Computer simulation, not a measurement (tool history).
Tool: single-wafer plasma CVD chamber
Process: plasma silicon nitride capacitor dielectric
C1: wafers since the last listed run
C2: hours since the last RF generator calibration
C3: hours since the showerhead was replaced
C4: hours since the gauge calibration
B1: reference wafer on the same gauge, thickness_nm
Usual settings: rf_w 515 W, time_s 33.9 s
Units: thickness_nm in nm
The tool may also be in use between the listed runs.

Run 1, day 0: usual settings; C1 0; C2 1873.2; C3 5163.1; C4 113.5; B1 48.614. Result: thickness_nm 49.282 nm.
Run 2, day 0.742: usual settings; C1 537; C2 1891; C3 5180.9; C4 131.3; B1 48.601. Result: thickness_nm 49.293 nm.
Run 3, day 1.471: usual settings but time_s 31.7 s; C1 528; C2 1908.5; C3 5198.4; C4 148.8; B1 48.602. Result: thickness_nm 45.993 nm.
Run 4, day 2.088: usual settings; C1 446; C2 1923.3; C3 5213.2; C4 163.6; B1 48.616. Result: thickness_nm 49.47 nm.
Run 5, day 2.358: usual settings but time_s 29.4 s; C1 196; C2 1929.8; C3 5219.7; C4 170.1; B1 48.629. Result: thickness_nm 42.765 nm.
Run 6, day 2.771: usual settings but time_s 29.4 s; C1 298; C2 1939.7; C3 5229.6; C4 180; B1 48.59. Result: thickness_nm 42.716 nm.
Run 7, day 3.725: usual settings but time_s 29.4 s; C1 691; C2 1962.6; C3 5252.5; C4 202.9; B1 48.606. Result: thickness_nm 42.791 nm.
Run 8, day 5.396: usual settings but rf_w 595 W; C1 1210; C2 2002.7; C3 5292.6; C4 243; B1 48.598. Result: thickness_nm 51.511 nm.
Run 9, day 5.917: usual settings but rf_w 595 W; C1 377; C2 2015.2; C3 5305.1; C4 255.5; B1 48.59. Result: thickness_nm 51.447 nm.
Run 10, day 6.183: usual settings but time_s 30.6 s; C1 193; C2 2021.6; C3 5311.5; C4 261.9; B1 48.589. Result: thickness_nm 44.538 nm.
Run 11, day 6.779: usual settings but time_s 30.6 s; C1 431; C2 2035.9; C3 5325.8; C4 276.2; B1 48.634. Result: thickness_nm 44.465 nm.
Run 12, day 7.488: usual settings but time_s 30.6 s; C1 513; C2 2052.9; C3 5342.8; C4 293.2; B1 48.601. Result: thickness_nm 44.394 nm.
Run 13, day 7.796: usual settings; C1 223; C2 2060.3; C3 5350.2; C4 300.6; B1 48.62. Result: thickness_nm 49.304 nm.
Run 14, day 8.158: usual settings; C1 262; C2 2069; C3 5358.9; C4 309.3; B1 48.606. Result: thickness_nm 49.26 nm.
Run 15, day 8.421: usual settings; C1 190; C2 2075.3; C3 5365.2; C4 315.6; B1 48.613. Result: thickness_nm 49.225 nm.
Run 16, day 8.917: usual settings but rf_w 575 W, time_s 32.2 s; C1 359; C2 2087.2; C3 5377.1; C4 327.5; B1 48.582. Result: thickness_nm 48.362 nm.
Run 17, day 9.179: usual settings but rf_w 545 W; C1 190; C2 2093.5; C3 5383.4; C4 333.8; B1 48.596. Result: thickness_nm 50.113 nm.
Run 18, day 9.792: usual settings but rf_w 545 W; C1 443; C2 2108.2; C3 5398.1; C4 348.5; B1 48.615. Result: thickness_nm 50.077 nm.
Run 19, day 10.154: usual settings but rf_w 545 W; C1 262; C2 2116.9; C3 5406.8; C4 357.2; B1 48.583. Result: thickness_nm 50.209 nm.
At day 11.2: RF generator calibrated.
Run 20, day 11.221: usual settings; C1 531; C2 0.5; C3 5432.4; C4 382.8; B1 48.563. Result: thickness_nm 50.659 nm.
Run 21, day 11.233: usual settings; C1 9; C2 0.8; C3 5432.7; C4 383.1; B1 48.611. Result: thickness_nm 50.451 nm.
At day 11.496: gauge calibrated.
Run 22, day 11.683: usual settings; C1 325; C2 11.6; C3 5443.5; C4 4.5; B1 48.594. Result: thickness_nm 50.589 nm.
Run 23, day 12.046: usual settings but rf_w 545 W, time_s 37.9 s; C1 262; C2 20.3; C3 5452.2; C4 13.2; B1 48.585. Result: thickness_nm 57.464 nm.
At day 12.538: showerhead replaced.
Run 24, day 13.825: usual settings; C1 1047; C2 63; C3 30.9; C4 55.9; B1 48.615. Result: thickness_nm 50.442 nm.
Run 25, day 14.483: usual settings but rf_w 615 W, time_s 31.5 s; C1 476; C2 78.8; C3 46.7; C4 71.7; B1 48.574. Result: thickness_nm 49.43 nm.
Run 26, day 15.133: usual settings but rf_w 415 W, time_s 28.9 s; C1 470; C2 94.4; C3 62.3; C4 87.3; B1 48.582. Result: thickness_nm 40.14 nm.
Run 27, day 15.612: usual settings but rf_w 480 W, time_s 36.8 s; C1 347; C2 105.9; C3 73.8; C4 98.8; B1 48.591. Result: thickness_nm 53.602 nm.
Run 28, day 15.988: usual settings but rf_w 605 W, time_s 30.2 s; C1 271; C2 114.9; C3 82.8; C4 107.8; B1 48.604. Result: thickness_nm 47.065 nm.
Run 29, day 16.608: usual settings; C1 449; C2 129.8; C3 97.7; C4 122.7; B1 48.552. Result: thickness_nm 50.42 nm.
Run 30, day 16.954: usual settings; C1 250; C2 138.1; C3 106; C4 131; B1 48.588. Result: thickness_nm 50.201 nm.
Run 31, day 17.279: usual settings but rf_w 470 W, time_s 39 s; C1 235; C2 145.9; C3 113.8; C4 138.8; B1 48.612. Result: thickness_nm 56.142 nm.
Run 32, day 17.688: usual settings; C1 295; C2 155.7; C3 123.6; C4 148.6; B1 48.598. Result: thickness_nm 50.181 nm.
Run 33, day 18.079: usual settings but rf_w 560 W, time_s 38.9 s; C1 283; C2 165.1; C3 133; C4 158; B1 48.576. Result: thickness_nm 59.077 nm.
Run 34, day 18.438: usual settings but rf_w 435 W, time_s 30.7 s; C1 259; C2 173.7; C3 141.6; C4 166.6; B1 48.585. Result: thickness_nm 43.258 nm.
Run 35, day 18.692: usual settings but rf_w 555 W, time_s 30.4 s; C1 184; C2 179.8; C3 147.7; C4 172.7; B1 48.625. Result: thickness_nm 46.076 nm.
Run 36, day 18.979: usual settings but rf_w 460 W, time_s 29.7 s; C1 208; C2 186.7; C3 154.6; C4 179.6; B1 48.601. Result: thickness_nm 42.485 nm.
Run 37, day 20.85: usual settings but rf_w 440 W; C1 1355; C2 231.6; C3 199.5; C4 224.5; B1 48.608. Result: thickness_nm 47.707 nm.
Run 38, day 21.175: usual settings; C1 235; C2 239.4; C3 207.3; C4 232.3; B1 48.589. Result: thickness_nm 50.169 nm.
Run 39, day 21.833: usual settings; C1 476; C2 255.2; C3 223.1; C4 248.1; B1 48.565. Result: thickness_nm 50.279 nm.
Run 40, day 22.35: usual settings but time_s 40.6 s; C1 374; C2 267.6; C3 235.5; C4 260.5; B1 48.586. Result: thickness_nm 60.006 nm.
Run 41, day 22.721: usual settings but rf_w 435 W, time_s 31.4 s; C1 268; C2 276.5; C3 244.4; C4 269.4; B1 48.627. Result: thickness_nm 44.021 nm.
Run 42, day 22.988: usual settings but rf_w 470 W, time_s 40.6 s; C1 193; C2 282.9; C3 250.8; C4 275.8; B1 48.6. Result: thickness_nm 58.346 nm.

Hidden state or all else? Some run-to-run changes of thickness_nm, split into what the settings, what came in and random variation would give without the hidden state, and what is left for the hidden state (with any gauge scatter that isn't in both results):
The hidden state here: delivered RF power above the setpoint (%); gauge reads high (%).
Run 7 -> 8: rf_w 515 -> 595, time_s 29.4 -> 33.9. thickness_nm +8.72 nm: hidden state -0.238, all else +8.958.
Run 9 -> 10: rf_w 595 -> 515, time_s 33.9 -> 30.6. thickness_nm -6.909 nm: hidden state +0.185, all else -7.094.
Run 19 -> 20: rf_w 545 -> 515, RF generator calibrated. thickness_nm +0.45 nm: hidden state +1.29, all else -0.84.
Run 33 -> 34: rf_w 560 -> 435, time_s 38.9 -> 30.7. thickness_nm -15.819 nm: hidden state +0.098, all else -15.917.
Run 40 -> 41: rf_w 515 -> 435, time_s 40.6 -> 31.4. thickness_nm -15.985 nm: hidden state +0.146, all else -16.131.
Run 41 -> 42: rf_w 435 -> 470, time_s 31.4 -> 40.6. thickness_nm +14.325 nm: hidden state -0.153, all else +14.478.
